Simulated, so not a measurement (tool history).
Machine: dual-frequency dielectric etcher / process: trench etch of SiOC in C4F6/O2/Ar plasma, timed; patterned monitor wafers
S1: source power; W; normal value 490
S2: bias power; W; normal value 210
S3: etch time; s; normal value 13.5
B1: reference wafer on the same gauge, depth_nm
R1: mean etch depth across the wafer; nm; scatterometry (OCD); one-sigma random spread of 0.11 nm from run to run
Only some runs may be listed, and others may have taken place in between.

run   hour   S1   S2    S3     B1     R1
  1    0.0  490  210  10.5  29.04  28.01
  2   64.8  490  210  10.5  29.01  28.33
  3   90.5  490  210  13.5  28.98  36.53
  4  128.7  570  210  13.5  29.00  38.98
  5  177.9  490  210  13.5  29.01  36.69
  6  228.3  490  210  13.5  28.98  36.75
  7  270.0  490  210  13.5  28.98  36.81
  8  312.7  520  210  13.5  28.99  37.97
  9  339.1  520  210  13.5  29.05  38.01
     385.9  -- wet clean of the chamber
 10  392.9  520  210  13.5  29.01  36.70
 11  445.0  490  210  13.5  28.97  35.87
 12  507.7  490  210  13.5  28.97  35.83
 13  535.3  490  210  13.5  29.03  36.10
 14  581.0  490  210  13.5  28.97  36.25
     616.0  -- upper electrode replaced
 15  624.4  440  178  12.0  29.00  29.46
 16  651.2  380  210  13.5  28.98  32.64

Run 17 is up next; what results do you expect?
     664.0  -- gauge calibrated
 17  714.9  540  196  15.0   ?   ?

{"run 17": {"B1": 29.04, "R1": 41.82}}
If the tool had no hidden condition, the same run with the same run-to-run variation would have returned R1 40.34 nm.
